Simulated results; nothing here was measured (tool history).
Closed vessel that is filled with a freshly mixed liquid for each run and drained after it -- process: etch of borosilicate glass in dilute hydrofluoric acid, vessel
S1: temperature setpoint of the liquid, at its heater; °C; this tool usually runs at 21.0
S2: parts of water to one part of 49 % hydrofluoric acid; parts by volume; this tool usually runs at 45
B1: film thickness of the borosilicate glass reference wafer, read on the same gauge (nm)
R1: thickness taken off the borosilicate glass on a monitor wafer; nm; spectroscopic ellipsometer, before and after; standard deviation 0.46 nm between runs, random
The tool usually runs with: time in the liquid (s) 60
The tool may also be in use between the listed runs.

{"run": 1, "day": 0.0, "S1": 22.5, "S2": 45, "time in the liquid (s)": 60, "B1": 90.04, "R1": 62.61}
{"run": 2, "day": 0.262, "S1": 21.0, "S2": 40, "time in the liquid (s)": 75, "B1": 90.0, "R1": 81.96}
{"run": 3, "day": 0.933, "S1": 23.0, "S2": 45, "time in the liquid (s)": 60, "B1": 90.01, "R1": 63.59}
{"run": 4, "day": 1.325, "S1": 23.0, "S2": 45, "time in the liquid (s)": 60, "B1": 90.02, "R1": 63.76}
{"run": 5, "day": 1.662, "S1": 23.0, "S2": 45, "time in the liquid (s)": 60, "B1": 89.98, "R1": 63.08}
{"run": 6, "day": 2.367, "S1": 24.0, "S2": 45, "time in the liquid (s)": 60, "B1": 90.0, "R1": 65.54}
{"run": 7, "day": 2.788, "S1": 24.0, "S2": 45, "time in the liquid (s)": 60, "B1": 89.98, "R1": 66.89}
{"run": 8, "day": 3.438, "S1": 24.0, "S2": 45, "time in the liquid (s)": 60, "B1": 90.03, "R1": 64.48}
{"run": 9, "day": 4.117, "S1": 21.0, "S2": 55, "time in the liquid (s)": 70, "B1": 89.96, "R1": 54.95}
{"run": 10, "day": 4.392, "S1": 21.0, "S2": 55, "time in the liquid (s)": 70, "B1": 90.01, "R1": 54.87}
{"run": 11, "day": 4.725, "S1": 21.0, "S2": 55, "time in the liquid (s)": 70, "B1": 89.99, "R1": 54.37}
{"run": 12, "day": 5.238, "S1": 21.0, "S2": 45, "time in the liquid (s)": 60, "B1": 89.96, "R1": 57.87}
{"day": 5.567, "done": "hydrofluoric acid flow meter replaced"}
{"run": 13, "day": 5.908, "S1": 21.0, "S2": 45, "time in the liquid (s)": 60, "B1": 90.04, "R1": 57.42}
{"run": 14, "day": 6.583, "S1": 21.0, "S2": 45, "time in the liquid (s)": 60, "B1": 89.97, "R1": 57.98}
{"run": 15, "day": 6.838, "S1": 21.0, "S2": 45, "time in the liquid (s)": 60, "B1": 89.99, "R1": 58.6}
{"day": 7.033, "done": "gauge calibrated"}
{"run": 16, "day": 7.346, "S1": 21.0, "S2": 45, "time in the liquid (s)": 60, "B1": 90.05, "R1": 58.17}
{"run": 17, "day": 7.733, "S1": 17.0, "S2": 25, "time in the liquid (s)": 60, "B1": 90.04, "R1": 90.17}
{"run": 18, "day": 8.183, "S1": 21.0, "S2": 45, "time in the liquid (s)": 60, "B1": 89.98, "R1": 58.24}
{"day": 9.588, "done": "thermometer replaced"}
{"run": 19, "day": 9.888, "S1": 18.0, "S2": 55, "time in the liquid (s)": 45, "B1": 89.99, "R1": 30.67}
{"run": 20, "day": 10.467, "S1": 21.0, "S2": 45, "time in the liquid (s)": 60, "B1": 89.99, "R1": 57.21}
{"run": 21, "day": 10.738, "S1": 21.0, "S2": 35, "time in the liquid (s)": 75, "B1": 90.04, "R1": 94.65}
{"run": 22, "day": 11.467, "S1": 19.0, "S2": 40, "time in the liquid (s)": 70, "B1": 90.01, "R1": 70.51}
{"run": 23, "day": 11.775, "S1": 21.0, "S2": 45, "time in the liquid (s)": 30, "B1": 90.0, "R1": 28.8}
{"run": 24, "day": 12.454, "S1": 21.0, "S2": 40, "time in the liquid (s)": 60, "B1": 89.95, "R1": 66.02}
{"run": 25, "day": 12.8, "S1": 17.0, "S2": 45, "time in the liquid (s)": 60, "B1": 90.02, "R1": 49.19}
{"run": 26, "day": 13.217, "S1": 21.0, "S2": 45, "time in the liquid (s)": 60, "B1": 90.0, "R1": 58.03}
{"run": 27, "day": 13.538, "S1": 17.5, "S2": 40, "time in the liquid (s)": 30, "B1": 89.97, "R1": 27.95}
{"run": 28, "day": 14.046, "S1": 21.0, "S2": 35, "time in the liquid (s)": 35, "B1": 90.01, "R1": 44.48}
{"run": 29, "day": 14.783, "S1": 21.0, "S2": 45, "time in the liquid (s)": 60, "B1": 90.01, "R1": 57.99}
{"run": 30, "day": 15.204, "S1": 22.5, "S2": 35, "time in the liquid (s)": 90, "B1": 89.99, "R1": 122.62}

What the log doesn't show, run by run:
liquid colder than its thermometer reads (K): 0, the same for each run
hydrofluoric acid flow above the setpoint (%): 0, the same for each run
gauge reads high (%): 0, the same for each run

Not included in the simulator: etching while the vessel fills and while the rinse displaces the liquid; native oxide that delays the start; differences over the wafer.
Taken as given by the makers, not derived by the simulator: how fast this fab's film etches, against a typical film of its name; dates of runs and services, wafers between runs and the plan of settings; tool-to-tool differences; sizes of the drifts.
